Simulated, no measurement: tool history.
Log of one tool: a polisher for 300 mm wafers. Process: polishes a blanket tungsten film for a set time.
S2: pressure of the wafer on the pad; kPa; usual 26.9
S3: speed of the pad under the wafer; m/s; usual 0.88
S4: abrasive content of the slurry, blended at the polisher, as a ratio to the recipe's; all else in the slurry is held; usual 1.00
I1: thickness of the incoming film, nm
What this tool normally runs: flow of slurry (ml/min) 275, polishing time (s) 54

run 1 hour=0.0 | flow_of_slurry_(ml/min)=275 S2=26.9 S3=0.88 S4=1.00 polishing_time_(s)=67 | I1=753.6 | film_removed_(Å)=3120
run 2 hour=58.1 | flow_of_slurry_(ml/min)=275 S2=26.9 S3=0.88 S4=1.00 polishing_time_(s)=67 | I1=753.3 | film_removed_(Å)=3028
run 3 hour=105.5 | flow_of_slurry_(ml/min)=275 S2=26.9 S3=0.88 S4=1.00 polishing_time_(s)=54 | I1=756.4 | film_removed_(Å)=2450
run 4 hour=164.0 | flow_of_slurry_(ml/min)=275 S2=26.9 S3=0.88 S4=1.00 polishing_time_(s)=54 | I1=761.6 | film_removed_(Å)=2337
run 5 hour=224.6 | flow_of_slurry_(ml/min)=275 S2=26.9 S3=0.88 S4=1.00 polishing_time_(s)=54 | I1=752.8 | film_removed_(Å)=2508
run 6 hour=281.8 | flow_of_slurry_(ml/min)=275 S2=26.9 S3=1.02 S4=1.00 polishing_time_(s)=54 | I1=754.2 | film_removed_(Å)=2859
run 7 hour=350.9 | flow_of_slurry_(ml/min)=275 S2=26.9 S3=1.02 S4=1.00 polishing_time_(s)=54 | I1=748.3 | film_removed_(Å)=2750
run 8 hour=417.5 | flow_of_slurry_(ml/min)=275 S2=26.9 S3=1.02 S4=1.00 polishing_time_(s)=54 | I1=763.2 | film_removed_(Å)=2998
run 9 hour=488.2 | flow_of_slurry_(ml/min)=275 S2=26.9 S3=0.88 S4=1.00 polishing_time_(s)=44 | I1=768.9 | film_removed_(Å)=2029
run 10 hour=541.4 | flow_of_slurry_(ml/min)=275 S2=26.9 S3=0.88 S4=1.00 polishing_time_(s)=44 | I1=765.6 | film_removed_(Å)=1994
run 11 hour=576.6 | flow_of_slurry_(ml/min)=275 S2=26.9 S3=0.88 S4=1.00 polishing_time_(s)=44 | I1=769.3 | film_removed_(Å)=1973
run 12 hour=626.0 | flow_of_slurry_(ml/min)=275 S2=26.9 S3=0.60 S4=1.00 polishing_time_(s)=69 | I1=758.4 | film_removed_(Å)=2163
run 13 hour=670.9 | flow_of_slurry_(ml/min)=275 S2=26.9 S3=0.88 S4=1.00 polishing_time_(s)=54 | I1=746.9 | film_removed_(Å)=2489
run 14 hour=710.0 | flow_of_slurry_(ml/min)=275 S2=26.9 S3=0.88 S4=1.00 polishing_time_(s)=39 | I1=763.9 | film_removed_(Å)=1770
run 15 hour=744.9 | flow_of_slurry_(ml/min)=190 S2=26.9 S3=0.88 S4=1.00 polishing_time_(s)=54 | I1=759.7 | film_removed_(Å)=2326
run 16 hour=783.3 | flow_of_slurry_(ml/min)=275 S2=26.9 S3=0.88 S4=1.00 polishing_time_(s)=54 | I1=758.2 | film_removed_(Å)=2342
run 17 hour=832.4 | flow_of_slurry_(ml/min)=275 S2=26.9 S3=0.88 S4=1.00 polishing_time_(s)=54 | I1=766.7 | film_removed_(Å)=2492
run 18 hour=859.8 | flow_of_slurry_(ml/min)=275 S2=22.1 S3=0.88 S4=1.00 polishing_time_(s)=54 | I1=762.1 | film_removed_(Å)=2227
run 19 hour=889.0 | flow_of_slurry_(ml/min)=275 S2=26.9 S3=0.88 S4=1.00 polishing_time_(s)=54 | I1=768.7 | film_removed_(Å)=2466
run 20 hour=927.3 | flow_of_slurry_(ml/min)=275 S2=20.0 S3=0.88 S4=1.00 polishing_time_(s)=65 | I1=756.2 | film_removed_(Å)=2491
run 21 hour=992.2 | flow_of_slurry_(ml/min)=320 S2=26.9 S3=0.88 S4=0.75 polishing_time_(s)=66 | I1=759.7 | film_removed_(Å)=2887
run 22 hour=1039.3 | flow_of_slurry_(ml/min)=275 S2=22.1 S3=1.04 S4=1.00 polishing_time_(s)=54 | I1=768.0 | film_removed_(Å)=2592

Withheld: 14 entries from between the runs. Position of each, and hidden state at the listed run before versus the listed run after:
Logged between run 3 and run 4: slurry tank refilled with fresh slurry and peroxide (hour 108.1)
  removal rate lost through wear of the pad, %: 3.76 -> 7.6
  what was measured, less what the result would be without the hidden state, film removed (Å): -96 -> -192
Logged between run 4 and run 5: worn pad replaced by a new one (hour 224.1)
  removal rate lost through wear of the pad, %: 7.6 -> 1.53
  what was measured, less what the result would be without the hidden state, film removed (Å): -192 -> -39
Logged between run 6 and run 7: slurry tank refilled with fresh slurry and peroxide (hour 320.4)
  removal rate lost through wear of the pad, %: 2.33 -> 5.4
  what was measured, less what the result would be without the hidden state, film removed (Å): -68 -> -157
Logged between run 7 and run 8: head pressure recalibrated (hour 354.4); slurry blender recalibrated (hour 360.0); worn pad replaced by a new one (hour 416.4)
  removal rate lost through wear of the pad, %: 5.4 -> 0.347
  what was measured, less what the result would be without the hidden state, film removed (Å): -157 -> -11
Logged between run 8 and run 9: slurry nozzle cleaned (hour 426.2)
  removal rate lost through wear of the pad, %: 0.347 -> 1.59
  what was measured, less what the result would be without the hidden state, film removed (Å): -11 -> -33
Logged between run 9 and run 10: slurry tank refilled with fresh slurry and peroxide (hour 501.3)
  removal rate lost through wear of the pad, %: 1.59 -> 4.11
  what was measured, less what the result would be without the hidden state, film removed (Å): -33 -> -86
Logged between run 11 and run 12: worn pad replaced by a new one (hour 611.5)
  removal rate lost through wear of the pad, %: 6.52 -> 0.895
  what was measured, less what the result would be without the hidden state, film removed (Å): -138 -> -20
Logged between run 13 and run 14: slurry tank refilled with fresh slurry and peroxide (hour 708.2)
  removal rate lost through wear of the pad, %: 1.69 -> 3.18
  what was measured, less what the result would be without the hidden state, film removed (Å): -43 -> -58
Logged between run 16 and run 17: worn pad replaced by a new one (hour 809.5)
  removal rate lost through wear of the pad, %: 7.95 -> 0.503
  what was measured, less what the result would be without the hidden state, film removed (Å): -202 -> -12
Logged between run 17 and run 18: slurry blender recalibrated (hour 859.3)
  removal rate lost through wear of the pad, %: 0.503 -> 0.987
  what was measured, less what the result would be without the hidden state, film removed (Å): -12 -> -22
Logged between run 20 and run 21: slurry tank refilled with fresh slurry and peroxide (hour 941.6); worn pad replaced by a new one (hour 991.7)
  removal rate lost through wear of the pad, %: 3.72 -> 0.829
  what was measured, less what the result would be without the hidden state, film removed (Å): -97 -> -24
